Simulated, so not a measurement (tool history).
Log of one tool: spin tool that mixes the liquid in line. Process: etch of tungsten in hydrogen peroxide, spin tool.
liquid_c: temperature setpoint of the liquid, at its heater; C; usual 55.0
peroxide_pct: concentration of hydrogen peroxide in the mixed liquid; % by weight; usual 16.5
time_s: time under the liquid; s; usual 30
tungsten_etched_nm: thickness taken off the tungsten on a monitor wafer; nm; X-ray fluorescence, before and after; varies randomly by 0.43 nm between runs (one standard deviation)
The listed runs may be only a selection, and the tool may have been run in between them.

run    hour  liquid_c  peroxide_pct  time_s  read-back film thickness of the tungsten reference wafer, read on the same gauge (nm)  tungsten_etched_nm
  1     0.0      55.0          14.0      30                                                                                  80.01               42.19
  2   107.3      59.0          18.5      30                                                                                  79.98               59.82
      128.0  -- thermometer replaced
  3   149.8      59.0          18.5      30                                                                                  80.00               60.18
  4   251.7      59.0          18.5      30                                                                                  80.04               59.65
  5   312.3      49.0          16.5      35                                                                                  79.98               35.55
      332.3  -- new drum of peroxide connected
      376.3  -- heated supply line repaired
  6   403.3      49.0          16.5      35                                                                                  80.00               39.61
  7   447.7      55.0          16.5      30                                                                                  79.98               48.62
  8   531.8      55.0          16.5      30                                                                                  80.02               48.07
  9   639.5      55.0          21.5      15                                                                                  80.00               27.06
      694.9  -- peroxide flow meter replaced
 10   727.9      55.0          16.5      40                                                                                  80.02               59.73
 11   832.1      49.5          16.5      30                                                                                  79.99               31.29
 12   894.0      62.5          18.0      40                                                                                  80.00               94.43
      932.6  -- new drum of peroxide connected
 13   953.4      55.0          16.5      30                                                                                  80.00               44.11
 14  1014.5      50.0          13.0      35                                                                                  79.99               32.47
 15  1083.7      55.0          14.5      15                                                                                  79.97               20.09
 16  1140.3      47.5          12.5      40                                                                                  80.02               31.24
     1195.3  -- gauge calibrated
 17  1199.7      59.0          20.5      40                                                                                  80.03               81.50
     1218.1  -- thermometer replaced
 18  1300.6      48.5          15.0      50                                                                                  80.00               46.06
 19  1412.9      48.0          16.5      45                                                                                  80.02               41.18
 20  1477.2      55.0          16.5      30                                                                                  79.99               42.08
     1480.5  -- new drum of peroxide connected
 21  1532.9      55.0          16.5      30                                                                                  79.99               41.59
     1584.3  -- heated supply line repaired
 22  1609.0      55.0          16.5      30                                                                                  80.00               48.40
 23  1889.5      55.0          16.5      45                                                                                  79.97               70.88
 24  1983.2      55.0          21.5      15                                                                                  79.98               26.75
     2028.5  -- new drum of peroxide connected
 25  2103.1      47.0          21.5      30                                                                                  79.99               32.24

5 options for the next run, each taken on its own from the tool as it stands now. Forecast them:
  A  2103.5      55.0          16.5      30                                                                                      ?                   ?
  B  2103.5      51.0          16.5      40                                                                                      ?                   ?
  C  2103.5      64.5          18.0      50                                                                                      ?                   ?
  D  2103.5      62.5          16.5      30                                                                                      ?                   ?
  E  2103.5      50.0          13.0      15                                                                                      ?                   ?

run  read-back film thickness of the tungsten reference wafer, read on the same gauge (nm)  tungsten_etched_nm
  A                                                                                  80.00               46.85
  B                                                                                  80.00               49.05
  C                                                                                  80.00              141.49
  D                                                                                  80.00               72.57
  E                                                                                  80.00               15.36
Without the tool's hidden state the same runs would have given:
run  tungsten_etched_nm
  A               47.73
  B               50.06
  C              143.61
  D               73.71
  E               15.68
